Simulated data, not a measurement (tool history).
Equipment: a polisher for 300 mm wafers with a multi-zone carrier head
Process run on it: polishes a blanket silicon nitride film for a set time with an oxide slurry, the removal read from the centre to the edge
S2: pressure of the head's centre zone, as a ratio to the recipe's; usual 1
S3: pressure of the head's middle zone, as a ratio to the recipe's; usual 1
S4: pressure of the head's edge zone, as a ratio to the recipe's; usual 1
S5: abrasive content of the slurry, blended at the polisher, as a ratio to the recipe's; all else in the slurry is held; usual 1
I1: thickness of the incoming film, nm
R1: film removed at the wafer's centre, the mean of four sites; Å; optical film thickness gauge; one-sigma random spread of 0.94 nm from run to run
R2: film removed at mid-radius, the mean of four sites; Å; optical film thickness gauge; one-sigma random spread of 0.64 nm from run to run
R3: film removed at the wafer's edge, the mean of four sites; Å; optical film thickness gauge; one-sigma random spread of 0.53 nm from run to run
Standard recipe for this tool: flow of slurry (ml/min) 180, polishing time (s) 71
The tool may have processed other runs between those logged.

run 1 day=0 | flow_of_slurry_(ml/min)=160 S2=1 S3=1 S4=1 S5=1 polishing_time_(s)=71 | I1=520.4 | R1=629 R2=620 R3=635
run 2 day=3.596 | flow_of_slurry_(ml/min)=160 S2=1 S3=1 S4=1 S5=1 polishing_time_(s)=71 | I1=525.6 | R1=620 R2=624 R3=624
run 3 day=6.183 | flow_of_slurry_(ml/min)=160 S2=1 S3=1 S4=1 S5=1 polishing_time_(s)=71 | I1=517.3 | R1=619 R2=615 R3=625
-- day=7.525 worn pad replaced by a new one
run 4 day=8.092 | flow_of_slurry_(ml/min)=180 S2=1 S3=1 S4=1 S5=1 polishing_time_(s)=71 | I1=521.4 | R1=636 R2=625 R3=649
run 5 day=11.138 | flow_of_slurry_(ml/min)=180 S2=1 S3=1 S4=1 S5=1 polishing_time_(s)=71 | I1=530.8 | R1=646 R2=637 R3=638
run 6 day=15.575 | flow_of_slurry_(ml/min)=180 S2=1 S3=1 S4=1 S5=1 polishing_time_(s)=71 | I1=511.1 | R1=627 R2=623 R3=635
run 7 day=20.05 | flow_of_slurry_(ml/min)=180 S2=1 S3=1 S4=1 S5=1 polishing_time_(s)=71 | I1=514.9 | R1=646 R2=625 R3=645
-- day=20.138 slurry nozzle cleaned
-- day=20.488 worn pad replaced by a new one
run 8 day=23.704 | flow_of_slurry_(ml/min)=180 S2=1 S3=1 S4=1 S5=1 polishing_time_(s)=71 | I1=508.8 | R1=637 R2=647 R3=629
-- day=25.054 carrier head's membrane replaced by a new one
run 9 day=26.646 | flow_of_slurry_(ml/min)=180 S2=1.05 S3=1 S4=1 S5=1 polishing_time_(s)=71 | I1=524.2 | R1=688 R2=650 R3=639
run 10 day=28.504 | flow_of_slurry_(ml/min)=220 S2=1 S3=1 S4=1 S5=1.25 polishing_time_(s)=71 | I1=526.4 | R1=736 R2=742 R3=727
-- day=31.483 worn pad replaced by a new one
run 11 day=31.725 | flow_of_slurry_(ml/min)=160 S2=1 S3=1 S4=1 S5=1 polishing_time_(s)=71 | I1=522.3 | R1=607 R2=626 R3=629
run 12 day=35.512 | flow_of_slurry_(ml/min)=180 S2=1 S3=1 S4=1 S5=1 polishing_time_(s)=48 | I1=520.6 | R1=427 R2=430 R3=430
run 13 day=38.779 | flow_of_slurry_(ml/min)=180 S2=1 S3=1 S4=1 S5=1 polishing_time_(s)=71 | I1=523.5 | R1=656 R2=640 R3=644
run 14 day=41.633 | flow_of_slurry_(ml/min)=130 S2=1 S3=1 S4=1 S5=1 polishing_time_(s)=71 | I1=526.4 | R1=597 R2=592 R3=619
-- day=42.575 centre zone pressure recalibrated
run 15 day=44.517 | flow_of_slurry_(ml/min)=180 S2=1.05 S3=1.08 S4=1 S5=1 polishing_time_(s)=91 | I1=520.5 | R1=887 R2=856 R3=817
-- day=45.333 worn pad replaced by a new one
-- day=47.546 edge zone pressure recalibrated
run 16 day=51.917 | flow_of_slurry_(ml/min)=180 S2=1.06 S3=1.04 S4=1 S5=1 polishing_time_(s)=71 | I1=513.4 | R1=669 R2=658 R3=649
-- day=54.117 slurry nozzle cleaned
run 17 day=54.438 | flow_of_slurry_(ml/min)=180 S2=1.09 S3=1 S4=1 S5=1 polishing_time_(s)=71 | I1=522.7 | R1=685 R2=631 R3=635
-- day=55.858 worn pad replaced by a new one
run 18 day=58.842 | flow_of_slurry_(ml/min)=180 S2=1 S3=1 S4=1 S5=1 polishing_time_(s)=71 | I1=510.3 | R1=632 R2=638 R3=638
run 19 day=61.729 | flow_of_slurry_(ml/min)=180 S2=1 S3=1.03 S4=0.92 S5=0.8 polishing_time_(s)=53 | I1=528 | R1=410 R2=434 R3=409

Run-by-run hidden state of the tool:
removal rate lost through wear of the pad, %: 0 in every run
slurry flow missing at the pad, %: 0 in every run
deviation of the centre zone's pressure from its setpoint, %: 0 in every run
deviation of the edge zone's pressure from its setpoint, %: 0 in every run
